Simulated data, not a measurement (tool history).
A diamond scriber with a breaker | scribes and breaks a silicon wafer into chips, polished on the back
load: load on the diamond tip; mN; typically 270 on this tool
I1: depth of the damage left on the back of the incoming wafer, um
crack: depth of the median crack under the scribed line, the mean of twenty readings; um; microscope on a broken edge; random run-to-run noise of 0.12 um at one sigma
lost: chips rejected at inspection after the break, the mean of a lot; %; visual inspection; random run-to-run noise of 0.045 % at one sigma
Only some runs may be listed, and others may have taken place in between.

Run 1, hour 0: usual settings but load 305 mN; I1 0.02. Result: crack 10.17 um, lost 4.05 %.
Run 2, hour 22.7: usual settings but load 235 mN; I1 0.05. Result: crack 7.92 um, lost 6.23 %.
Run 3, hour 44.8: usual settings; I1 0.02. Result: crack 9.32 um, lost 0.64 %.
Run 4, hour 63.9: usual settings; I1 0.02. Result: crack 9.12 um, lost 0.65 %.
Run 5, hour 90.7: usual settings but load 232 mN; I1 0.01. Result: crack 7.96 um, lost 6.69 %.
Run 6, hour 118.3: usual settings but load 232 mN; I1 0.04. Result: crack 7.76 um, lost 7.78 %.
Run 7, hour 198.9: usual settings but load 232 mN; I1 0.04. Result: crack 7.88 um, lost 6.4 %.
Run 8, hour 227.7: usual settings but load 223 mN; I1 0.03. Result: crack 7.48 um, lost 9.41 %.
At hour 242.3: diamond tip replaced by a new one.
Run 9, hour 259.1: usual settings but load 223 mN; I1 0.03. Result: crack 7.39 um, lost 10.64 %.
Run 10, hour 288.2: usual settings but load 223 mN; I1 0.02. Result: crack 7.73 um, lost 9.68 %.
Run 11, hour 317.7: usual settings but load 207 mN; I1 0.04. Result: crack 7.12 um, lost 18.03 %.
Run 12, hour 337.4: usual settings but load 312 mN; I1 0.04. Result: crack 10.39 um, lost 5.91 %.
Run 13, hour 350: usual settings but load 290 mN; I1 0.05. Result: crack 9.7 um, lost 1.98 %.
Run 14, hour 385.5: usual settings but load 293 mN; I1 0.01. Result: crack 9.69 um, lost 2.65 %.
Run 15, hour 420.9: usual settings but load 231 mN; I1 0.05. Result: crack 7.65 um, lost 6.89 %.
Run 16, hour 449.2: usual settings but load 224 mN; I1 0.04. Result: crack 7.49 um, lost 9.94 %.
At hour 485.9: load on the tip recalibrated.
Run 17, hour 527.5: usual settings but load 338 mN; I1 0.04. Result: crack 11.07 um, lost 11.28 %.
Run 18, hour 545: usual settings; I1 0.04. Result: crack 9.01 um, lost 0.67 %.
Run 19, hour 557.9: usual settings; I1 0.04. Result: crack 9 um, lost 0.61 %.
Run 20, hour 592: usual settings but load 239 mN; I1 0.02. Result: crack 8.14 um, lost 4.92 %.
Run 21, hour 618.4: usual settings but load 228 mN; I1 0.02. Result: crack 7.8 um, lost 8.36 %.
Run 22, hour 645.1: usual settings but load 341 mN; I1 0.01. Result: crack 10.88 um, lost 12.28 %.
Run 23, hour 737.8: usual settings but load 328 mN; I1 0.04. Result: crack 10.82 um, lost 9.87 %.

Give the tool's hidden conditions for every run:
share of the diamond tip's cutting effectiveness lost through wear, %: 0 at every run
deviation of the load on the tip from its setpoint, %: 0 at every run
